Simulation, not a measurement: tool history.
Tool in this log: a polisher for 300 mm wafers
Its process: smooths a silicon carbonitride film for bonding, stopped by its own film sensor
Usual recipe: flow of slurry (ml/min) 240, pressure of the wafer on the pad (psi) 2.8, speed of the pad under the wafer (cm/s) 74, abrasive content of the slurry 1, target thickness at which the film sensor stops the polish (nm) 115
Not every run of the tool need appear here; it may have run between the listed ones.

run,hour,flow of slurry (ml/min),pressure of the wafer on the pad (psi),speed of the pad under the wafer (cm/s),abrasive content of the slurry,target thickness at which the film sensor stops the polish (nm),"incoming thickness of the incoming film, nm",time until the film sensor stopped the polish (s)
1,0,240,2.8,74,1,115,139.5,96.5
2,91.7,240,2.8,74,1,115,137.1,87.4
# hour 174.8: worn pad replaced by a new one
# hour 175.1: slurry blender recalibrated
3,196.8,240,2.8,74,1,115,140.2,100.7
# hour 209.9: head pressure recalibrated
4,260,240,2.8,74,1,115,141.3,108.1
# hour 289: slurry nozzle cleaned
5,325.4,240,2.8,74,1,115,141,101.1
6,417,240,2.8,74,1,115,139.8,95.2
# hour 482.9: slurry blender recalibrated
7,488.6,240,2.8,74,1,115,141,101.3
# hour 514.8: worn pad replaced by a new one
8,546.6,240,2.8,74,1,115,142.1,105.5
9,643.6,240,2.8,74,1,115,140.4,99.2
10,688.5,240,3.1,74,1,115,138,80.9
# hour 755.4: slurry blender recalibrated
11,755.8,240,3.1,74,1,115,141.3,93.4
12,819.2,240,2.8,74,1,115,139.3,95.9
# hour 830: worn pad replaced by a new one
13,871.5,180,2.8,96,1.15,121,141.4,68
# hour 893.7: head pressure recalibrated
14,932.9,240,1.8,74,1,115,136.8,136.5
15,1015.7,215,2.1,74,0.8,115,140,154.5
# hour 1023: slurry nozzle cleaned
# hour 1044.8: slurry blender recalibrated
16,1119.3,160,2.3,74,1,123,141.7,92.1
# hour 1172.1: worn pad replaced by a new one, of another model than before
17,1174.7,240,2.8,54,1,111,138.9,136.5
18,1217.9,240,2.1,82,1,122,141.4,82.2
19,1280.4,205,3.6,74,1,115,142.6,93.6
20,1381.9,155,2.8,74,0.8,115,141.6,132.4
# hour 1386.1: slurry blender recalibrated
# hour 1479: worn pad replaced by a new one
21,1486.3,240,2.8,74,1,115,139.1,94.5
22,1548.5,240,3.2,60,1.2,115,138,90.1
23,1594.4,285,3.1,66,1,120,138.7,75.5

Run-by-run hidden state of the tool:
removal rate lost through wear of the pad, %: 0 across all the runs
deviation of the head's pressure from its setpoint, %: 0 across all the runs
abrasive missing from the slurry, %: 0 across all the runs
H1: slurry flow missing at the pad, %
run,H1
1,18
2,23.6
3,31
4,36.1
5,1.07
6,1.87
7,3.13
8,4.55
9,7.74
10,9.56
11,12.7
12,16.1
13,19.2
14,23.2
15,29.3
16,1.31
17,2.04
18,2.85
19,4.36
20,7.72
21,12.3
22,15.6
23,18.3

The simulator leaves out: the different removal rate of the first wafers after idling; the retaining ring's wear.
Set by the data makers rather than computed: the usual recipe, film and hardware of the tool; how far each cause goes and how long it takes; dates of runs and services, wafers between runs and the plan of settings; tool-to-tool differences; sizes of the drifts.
